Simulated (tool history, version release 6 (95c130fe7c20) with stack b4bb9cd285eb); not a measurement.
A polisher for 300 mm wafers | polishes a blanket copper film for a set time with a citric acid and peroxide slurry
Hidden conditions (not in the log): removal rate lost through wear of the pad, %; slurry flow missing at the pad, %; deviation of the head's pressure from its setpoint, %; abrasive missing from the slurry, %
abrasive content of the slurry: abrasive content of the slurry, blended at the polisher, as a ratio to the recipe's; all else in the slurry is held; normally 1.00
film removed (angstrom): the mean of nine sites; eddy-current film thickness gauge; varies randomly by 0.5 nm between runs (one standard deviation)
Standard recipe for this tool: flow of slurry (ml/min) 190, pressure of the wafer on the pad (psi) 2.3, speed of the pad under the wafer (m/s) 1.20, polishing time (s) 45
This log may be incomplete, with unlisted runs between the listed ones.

| run | day | flow of slurry (ml/min) | pressure of the wafer on the pad (psi) | speed of the pad under the wafer (m/s) | abrasive content of the slurry | polishing time (s) | wafers since the last listed run | wafers polished on this pad | hours since the slurry nozzle was cleaned | hours since the head pressure was calibrated | hours since the slurry blender was calibrated | incoming thickness of the incoming film, nm | film removed (angstrom) |
|---|---|---|---|---|---|---|---|---|---|---|---|---|---|
| 1 | 0.000 | 190 | 2.3 | 1.20 | 1.00 | 45 | 0 | 245 | 13.7 | 1303.6 | 164.4 | 644.7 | 860 |
|  | 3.104 | head pressure recalibrated |
| 2 | 11.138 | 190 | 2.3 | 1.20 | 0.80 | 45 | 2580 | 2826 | 281.0 | 192.8 | 431.7 | 648.2 | 804 |
|  | 12.850 | slurry blender recalibrated |
| 3 | 14.304 | 190 | 2.3 | 1.20 | 0.80 | 45 | 719 | 3546 | 357.0 | 268.8 | 34.9 | 640.7 | 793 |
| 4 | 18.046 | 190 | 2.3 | 1.20 | 0.80 | 45 | 873 | 4420 | 446.8 | 358.6 | 124.7 | 630.7 | 792 |
|  | 19.233 | worn pad replaced by a new one |
| 5 | 20.167 | 190 | 2.3 | 1.20 | 1.00 | 45 | 456 | 217 | 497.7 | 409.5 | 175.6 | 648.4 | 826 |
| 6 | 23.075 | 190 | 2.3 | 1.20 | 1.00 | 45 | 679 | 896 | 567.5 | 479.3 | 245.4 | 651.3 | 826 |
| 7 | 24.992 | 190 | 2.3 | 1.20 | 1.10 | 45 | 447 | 1344 | 613.5 | 525.3 | 291.4 | 643.7 | 837 |
| 8 | 27.129 | 190 | 2.3 | 1.20 | 1.00 | 45 | 499 | 1843 | 664.8 | 576.6 | 342.7 | 633.0 | 829 |
| 9 | 29.688 | 190 | 2.3 | 1.20 | 1.00 | 45 | 597 | 2440 | 726.2 | 638.0 | 404.1 | 641.0 | 826 |
|  | 29.808 | slurry nozzle cleaned |
|  | 30.121 | slurry blender recalibrated |
| 10 | 32.017 | 190 | 2.3 | 1.20 | 1.00 | 45 | 514 | 2955 | 53.0 | 693.9 | 45.5 | 645.3 | 832 |
| 11 | 34.317 | 190 | 2.3 | 1.20 | 1.00 | 45 | 537 | 3492 | 108.2 | 749.1 | 100.7 | 641.3 | 830 |
|  | 36.317 | worn pad replaced by a new one |
| 12 | 36.604 | 190 | 2.3 | 1.20 | 1.00 | 45 | 495 | 66 | 163.1 | 804.0 | 155.6 | 640.1 | 837 |
| 13 | 38.633 | 145 | 1.8 | 1.20 | 1.00 | 45 | 473 | 540 | 211.8 | 852.7 | 204.3 | 636.6 | 673 |
| 14 | 43.133 | 190 | 2.6 | 1.20 | 0.70 | 45 | 1050 | 1591 | 319.8 | 960.7 | 312.3 | 634.0 | 892 |
| 15 | 46.067 | 190 | 2.3 | 1.20 | 1.00 | 45 | 684 | 2276 | 390.2 | 1031.1 | 382.7 | 628.0 | 846 |
|  | 47.879 | slurry blender recalibrated |
| 16 | 48.162 | 130 | 2.3 | 1.54 | 1.00 | 45 | 469 | 2745 | 440.5 | 1081.4 | 6.8 | 646.3 | 1029 |
|  | 49.333 | head pressure recalibrated |
| 17 | 51.425 | 190 | 2.3 | 1.20 | 1.00 | 45 | 742 | 3488 | 518.8 | 50.2 | 85.1 | 637.8 | 749 |
|  | 53.179 | worn pad replaced by a new one |
| 18 | 54.438 | 235 | 2.3 | 0.80 | 1.00 | 29 | 664 | 293 | 591.1 | 122.5 | 157.4 | 629.8 | 337 |
|  | 55.896 | slurry nozzle cleaned |
| 19 | 58.104 | 190 | 2.3 | 1.20 | 0.85 | 45 | 846 | 1140 | 53.0 | 210.5 | 245.4 | 639.7 | 732 |
| 20 | 59.667 | 190 | 2.3 | 1.20 | 1.00 | 53 | 364 | 1505 | 90.5 | 248.0 | 282.9 | 638.1 | 887 |
| 21 | 62.033 | 190 | 2.3 | 1.20 | 0.90 | 45 | 552 | 2057 | 147.3 | 304.8 | 339.7 | 641.5 | 748 |
|  | 64.396 | head pressure recalibrated, repeated, since the last time left the tool worse |
|  | 64.688 | slurry blender recalibrated |
| 22 | 66.246 | 190 | 2.3 | 1.20 | 1.00 | 45 | 944 | 3002 | 248.4 | 44.4 | 37.4 | 635.1 | 818 |
|  | 69.542 | worn pad replaced by a new one |
| 23 | 70.733 | 190 | 2.3 | 1.20 | 1.00 | 49 | 1008 | 277 | 356.1 | 152.1 | 145.1 | 638.8 | 890 |
| 24 | 81.258 | 125 | 2.3 | 1.50 | 1.00 | 45 | 2457 | 2735 | 608.7 | 404.7 | 397.7 | 632.3 | 981 |
|  | 84.238 | slurry blender recalibrated |
| 25 | 84.642 | 230 | 2.3 | 1.20 | 1.20 | 45 | 770 | 3505 | 689.9 | 485.9 | 9.7 | 636.1 | 861 |
|  | 85.912 | slurry nozzle cleaned |
| 26 | 88.229 | 145 | 1.7 | 1.20 | 1.00 | 45 | 827 | 4333 | 55.6 | 572.0 | 95.8 | 647.2 | 627 |
|  | 89.221 | worn pad replaced by a new one |
| 27 | 90.575 | 190 | 2.3 | 1.20 | 1.00 | 45 | 508 | 315 | 111.9 | 628.3 | 152.1 | 648.7 | 827 |

Results for each run, recomputed without the tool's hidden state and with each run's random variation untouched:
| run | film removed (angstrom) |
|---|---|
| 1 | 816 |
| 2 | 798 |
| 3 | 786 |
| 4 | 784 |
| 5 | 816 |
| 6 | 816 |
| 7 | 825 |
| 8 | 816 |
| 9 | 811 |
| 10 | 815 |
| 11 | 811 |
| 12 | 817 |
| 13 | 655 |
| 14 | 864 |
| 15 | 817 |
| 16 | 989 |
| 17 | 815 |
| 18 | 366 |
| 19 | 796 |
| 20 | 963 |
| 21 | 811 |
| 22 | 815 |
| 23 | 887 |
| 24 | 973 |
| 25 | 852 |
| 26 | 619 |
| 27 | 815 |
